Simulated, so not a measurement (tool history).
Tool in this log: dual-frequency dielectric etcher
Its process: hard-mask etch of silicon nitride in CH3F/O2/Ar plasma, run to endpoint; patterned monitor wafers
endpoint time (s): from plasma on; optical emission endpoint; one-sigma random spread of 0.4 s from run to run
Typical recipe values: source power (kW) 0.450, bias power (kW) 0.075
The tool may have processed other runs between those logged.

run	hour	source power (kW)	bias power (kW)	incoming incoming film thickness, nm	endpoint time (s)
1	0.0	0.450	0.083	31.59	47.1
2	27.6	0.450	0.083	31.53	47.8
3	46.2	0.450	0.083	31.65	47.5
4	67.7	0.450	0.075	31.25	48.4
5	85.8	0.410	0.075	31.16	49.8
6	100.4	0.410	0.075	31.40	49.9
7	125.9	0.410	0.075	31.62	50.7
8	159.2	0.450	0.075	31.55	49.0
9	187.7	0.450	0.075	31.68	49.8
10	206.2	0.360	0.075	31.75	54.7
11	282.6	0.450	0.075	31.59	49.7
12	304.7	0.510	0.057	31.30	50.1
# hour 327.2: bias power generator calibrated
# hour 343.3: upper electrode replaced
13	343.8	0.400	0.062	31.58	55.0
# hour 377.3: wet clean of the chamber
14	377.8	0.380	0.085	31.62	49.6
# hour 403.2: source power generator calibrated
15	403.7	0.420	0.061	31.54	51.7
16	416.2	0.490	0.069	31.29	46.5
17	437.0	0.520	0.062	31.70	46.9
18	467.2	0.350	0.064	31.48	56.1
19	484.9	0.450	0.090	31.58	45.9
20	513.3	0.450	0.075	31.21	48.2

Each row is a separate what-if for the run after 20, all from the same tool condition, not one after another. Results?
A	513.7	0.450	0.075	31.60	?
B	513.7	0.360	0.070	31.60	?
C	513.7	0.490	0.086	31.60	?
D	513.7	0.380	0.068	31.60	?
E	513.7	0.490	0.070	31.60	?

run	endpoint time (s)
A	48.4
B	53.9
C	45.2
D	53.0
E	47.5
With the hidden condition removed and each run's random variation left untouched, the same runs would have given:
run	endpoint time (s)
A	47.7
B	53.1
C	44.6
D	52.3
E	46.8
